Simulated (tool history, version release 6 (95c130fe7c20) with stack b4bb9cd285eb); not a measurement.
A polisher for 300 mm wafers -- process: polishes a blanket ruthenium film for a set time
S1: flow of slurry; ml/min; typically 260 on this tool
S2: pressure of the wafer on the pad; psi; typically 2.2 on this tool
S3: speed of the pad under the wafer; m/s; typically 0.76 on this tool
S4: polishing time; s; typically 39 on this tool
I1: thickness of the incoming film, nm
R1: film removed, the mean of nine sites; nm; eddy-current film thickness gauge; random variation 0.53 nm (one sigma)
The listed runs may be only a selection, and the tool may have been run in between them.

run,hour,S1,S2,S3,S4,I1,R1
1,0,220,1.8,0.76,39,498.9,32.7
2,13,220,1.8,0.76,39,504.2,32.8
3,26.7,220,1.8,0.76,39,507.7,33.2
# hour 36.4: worn pad replaced by a new one
4,42.9,260,1.8,0.76,39,498.6,34.2
5,52.5,260,2.2,0.76,39,498,41.3
6,67,260,2.2,0.76,39,500.3,41
7,76,260,2.2,0.76,39,499,40.6
# hour 80.5: head pressure recalibrated
8,90.7,260,2.2,0.76,34,500,35.9
9,100.1,260,2.2,0.76,34,495.1,35.8
10,108,260,2.2,0.76,34,502.3,35.4
11,119,260,2.2,0.76,39,501.7,40.7
12,136,260,2.2,0.76,39,497.9,40.9
# hour 143: worn pad replaced by a new one
13,153.6,260,2.2,0.76,39,509.6,41.2
14,170.3,260,2.2,0.76,39,499.6,41.3
15,176.5,260,2.2,0.76,39,502.6,41
16,183.5,260,2.2,1.02,39,501.2,55.4
17,194.8,215,2.2,1,39,503.6,52.8
18,205.1,260,2.2,0.76,39,508,41
19,213,260,2.2,0.76,39,501.4,40.8
20,224.3,180,2.2,0.76,29,494.5,29.1
# hour 242: worn pad replaced by a new one
21,242.5,315,2.8,0.66,39,506.8,46.5
22,250.7,220,1.8,0.76,39,497.9,33
23,263.9,215,2.2,1,39,491.2,53.9
# hour 281.9: slurry nozzle cleaned
24,282.4,285,1.7,0.76,39,506.5,31.9
25,296.4,260,2.2,0.76,39,495.8,41.7
26,306.4,185,2.4,0.76,39,498.3,42.6
27,323.6,290,2.6,0.92,39,494.7,58
28,332.6,260,2.2,0.76,39,510.5,40.7
29,341.6,260,2.2,0.76,39,501.5,40.6
30,359.6,200,2.2,0.76,52,490.8,52.3
# hour 372.6: worn pad replaced by a new one
31,376.5,260,2.6,0.76,43,500.2,52.7
32,392.9,260,2.2,0.84,39,498.8,45
33,408,260,2.2,0.54,27,503.8,20.1
34,421.7,260,1.8,0.62,39,490.9,27.1
35,428.9,260,2.2,0.76,47,501.1,50.5
36,446.6,220,2.2,0.76,50,508.5,50.4
37,453.7,260,2.2,0.5,50,499.5,35
38,463.7,295,1.7,0.7,49,500.8,36.7

3 options for the next run, each taken on its own from the tool as it stands now. Forecast them:
A,464.1,260,2.2,0.76,39,504.1,?
B,464.1,345,2.6,0.6,39,504.1,?
C,464.1,260,2.2,0.68,35,504.1,?

run,R1
A,41.9
B,40
C,33.7
With no hidden state in the tool, these same runs would have given:
run,R1
A,41.9
B,40
C,33.7
